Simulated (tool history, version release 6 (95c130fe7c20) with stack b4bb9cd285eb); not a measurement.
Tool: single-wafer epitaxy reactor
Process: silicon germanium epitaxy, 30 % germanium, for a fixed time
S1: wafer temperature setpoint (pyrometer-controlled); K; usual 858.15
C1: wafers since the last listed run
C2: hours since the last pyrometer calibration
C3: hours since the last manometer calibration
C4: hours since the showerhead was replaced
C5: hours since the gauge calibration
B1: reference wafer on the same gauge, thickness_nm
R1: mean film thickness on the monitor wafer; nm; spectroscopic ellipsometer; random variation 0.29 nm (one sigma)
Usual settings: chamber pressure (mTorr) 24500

{"run": 1, "day": 0.0, "S1": 858.15, "chamber pressure (mTorr)": 24500, "C1": 0, "C2": 1729.5, "C3": 1225.1, "C4": 2780.1, "C5": 525.7, "B1": 50.516, "R1": 47.746}
{"run": 2, "day": 4.471, "S1": 858.15, "chamber pressure (mTorr)": 24500, "C1": 2074, "C2": 1836.8, "C3": 1332.4, "C4": 2887.4, "C5": 633, "B1": 50.508, "R1": 47.241}
{"run": 3, "day": 6.133, "S1": 868.15, "chamber pressure (mTorr)": 21200, "C1": 771, "C2": 1876.7, "C3": 1372.3, "C4": 2927.3, "C5": 672.9, "B1": 50.518, "R1": 52.584}
{"run": 4, "day": 8.608, "S1": 858.15, "chamber pressure (mTorr)": 24500, "C1": 1148, "C2": 1936.1, "C3": 1431.7, "C4": 2986.7, "C5": 732.3, "B1": 50.52, "R1": 47.398}
{"run": 5, "day": 12.146, "S1": 858.15, "chamber pressure (mTorr)": 28800, "C1": 1641, "C2": 2021, "C3": 1516.6, "C4": 3071.6, "C5": 817.2, "B1": 50.465, "R1": 51.247}
{"run": 6, "day": 14.367, "S1": 858.15, "chamber pressure (mTorr)": 28800, "C1": 1030, "C2": 2074.3, "C3": 1569.9, "C4": 3124.9, "C5": 870.5, "B1": 50.389, "R1": 51.459}
{"day": 21.35, "done": "showerhead replaced"}
{"run": 7, "day": 26.196, "S1": 858.15, "chamber pressure (mTorr)": 24500, "C1": 5333, "C2": 2358.2, "C3": 1853.8, "C4": 116.3, "C5": 1154.4, "B1": 50.517, "R1": 47.464}
{"day": 26.846, "done": "capacitance manometer re-zeroed and calibrated"}
{"run": 8, "day": 29.321, "S1": 852.15, "chamber pressure (mTorr)": 21600, "C1": 1295, "C2": 2433.2, "C3": 59.4, "C4": 191.3, "C5": 1229.4, "B1": 50.494, "R1": 39.979}
{"day": 30.746, "done": "pyrometer calibrated"}
{"run": 9, "day": 32.45, "S1": 873.15, "chamber pressure (mTorr)": 24500, "C1": 1297, "C2": 40.9, "C3": 134.5, "C4": 266.4, "C5": 1304.5, "B1": 50.44, "R1": 63.54}
{"run": 10, "day": 33.962, "S1": 872.15, "chamber pressure (mTorr)": 22600, "C1": 701, "C2": 77.2, "C3": 170.8, "C4": 302.7, "C5": 1340.8, "B1": 50.539, "R1": 60.185}
{"day": 36.262, "done": "gauge calibrated"}
{"run": 11, "day": 37.579, "S1": 858.15, "chamber pressure (mTorr)": 20300, "C1": 1677, "C2": 164, "C3": 257.6, "C4": 389.5, "C5": 31.6, "B1": 50.526, "R1": 45.124}
{"run": 12, "day": 41.275, "S1": 850.15, "chamber pressure (mTorr)": 22900, "C1": 1714, "C2": 252.7, "C3": 346.3, "C4": 478.2, "C5": 120.3, "B1": 50.511, "R1": 41.869}
{"run": 13, "day": 44.108, "S1": 858.15, "chamber pressure (mTorr)": 24500, "C1": 1314, "C2": 320.7, "C3": 414.3, "C4": 546.2, "C5": 188.3, "B1": 50.472, "R1": 49.415}
{"run": 14, "day": 47.662, "S1": 858.15, "chamber pressure (mTorr)": 24500, "C1": 1648, "C2": 406, "C3": 499.6, "C4": 631.5, "C5": 273.6, "B1": 50.561, "R1": 49.563}
{"run": 15, "day": 50.204, "S1": 871.15, "chamber pressure (mTorr)": 24500, "C1": 1179, "C2": 467, "C3": 560.6, "C4": 692.5, "C5": 334.6, "B1": 50.508, "R1": 61.236}

4 ways to go on from here, each from the tool as it stands after run 15. What would each give?
{"run": "A", "day": 50.221, "S1": 858.15, "chamber pressure (mTorr)": 24500, "C1": 7, "C2": 467.4, "C3": 561, "C4": 692.9, "C5": 335, "B1": "?", "R1": "?"}
{"run": "B", "day": 50.221, "S1": 854.15, "chamber pressure (mTorr)": 24500, "C1": 7, "C2": 467.4, "C3": 561, "C4": 692.9, "C5": 335, "B1": "?", "R1": "?"}
{"run": "C", "day": 50.221, "S1": 869.15, "chamber pressure (mTorr)": 27000, "C1": 7, "C2": 467.4, "C3": 561, "C4": 692.9, "C5": 335, "B1": "?", "R1": "?"}
{"run": "D", "day": 50.221, "S1": 850.15, "chamber pressure (mTorr)": 22600, "C1": 7, "C2": 467.4, "C3": 561, "C4": 692.9, "C5": 335, "B1": "?", "R1": "?"}

run=A B1=50.48 R1=49.124
run=B B1=50.48 R1=45.944
run=C B1=50.48 R1=61.71
run=D B1=50.48 R1=41.275
Without the tool's hidden state the same runs would have given:
run=A R1=49.633
run=B R1=46.424
run=C R1=62.335
run=D R1=41.71
